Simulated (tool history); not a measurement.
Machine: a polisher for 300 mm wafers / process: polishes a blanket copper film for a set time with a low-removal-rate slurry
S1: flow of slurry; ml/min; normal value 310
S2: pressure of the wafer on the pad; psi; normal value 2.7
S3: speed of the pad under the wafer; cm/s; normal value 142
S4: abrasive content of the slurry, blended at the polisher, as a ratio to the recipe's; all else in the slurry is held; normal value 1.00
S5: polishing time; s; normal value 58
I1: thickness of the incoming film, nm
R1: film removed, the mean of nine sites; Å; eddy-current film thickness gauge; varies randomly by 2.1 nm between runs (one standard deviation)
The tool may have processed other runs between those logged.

run	day	S1	S2	S3	S4	S5	I1	R1
1	0.000	310	2.7	142	1.00	58	851.8	1849
2	0.988	310	2.7	142	1.00	58	829.5	1877
# day 2.367: worn pad replaced by a new one
3	2.408	310	2.7	142	1.00	58	846.5	1844
4	3.033	310	2.7	142	1.00	58	839.7	1843
# day 3.212: slurry nozzle cleaned
5	3.988	310	2.7	142	1.00	58	842.4	1969
6	4.646	310	2.7	142	1.00	58	838.9	1951
# day 4.925: slurry blender recalibrated
7	5.150	310	2.7	142	1.00	58	842.8	1926
# day 5.529: head pressure recalibrated
8	6.042	310	2.3	142	1.00	39	831.3	1116
9	6.962	310	2.7	142	0.75	58	843.0	1773
10	7.583	240	2.7	142	1.00	73	841.7	2243
11	8.917	310	2.7	142	1.00	47	839.7	1524
12	9.608	310	2.7	142	1.00	58	853.9	1821
13	10.604	310	2.7	142	1.00	58	839.7	1843
14	11.721	280	2.7	100	0.85	65	839.5	1349
# day 12.021: worn pad replaced by a new one
15	12.733	280	3.3	120	1.00	77	851.1	2413
16	14.025	310	2.9	142	1.00	58	846.5	1932
17	14.783	370	2.7	122	1.00	58	831.8	1634
18	15.929	310	2.7	142	1.00	58	837.5	1840
# day 16.450: slurry blender recalibrated
19	16.962	275	2.7	156	1.25	46	826.1	1650
# day 17.879: slurry nozzle cleaned
20	17.900	310	2.7	142	1.00	58	832.2	2011
21	19.062	250	3.3	142	1.00	58	834.0	2330
22	19.962	310	2.7	142	1.00	58	833.4	1903
23	21.150	310	2.0	142	0.80	70	846.2	1676
# day 21.929: worn pad replaced by a new one
24	21.950	310	2.7	142	1.00	58	848.4	1941
# day 23.379: head pressure recalibrated
25	23.521	365	2.1	142	0.90	58	841.8	1489
26	24.379	250	2.7	142	1.00	45	841.2	1419
27	25.475	310	2.7	142	1.00	58	831.0	1869
# day 25.846: slurry blender recalibrated
28	26.038	310	2.7	120	1.00	58	840.7	1599
29	29.592	310	1.9	94	1.00	58	839.7	897
# day 32.433: slurry nozzle cleaned
30	33.154	310	2.7	142	1.00	58	824.4	1999

What does the tool deliver on the next run?
# day 33.925: worn pad replaced by a new one
31	34.621	310	2.4	170	1.20	42	846.3	?

R1: 1590 Å
Had the tool carried no hidden state, the very same run would have given R1 1627 Å.
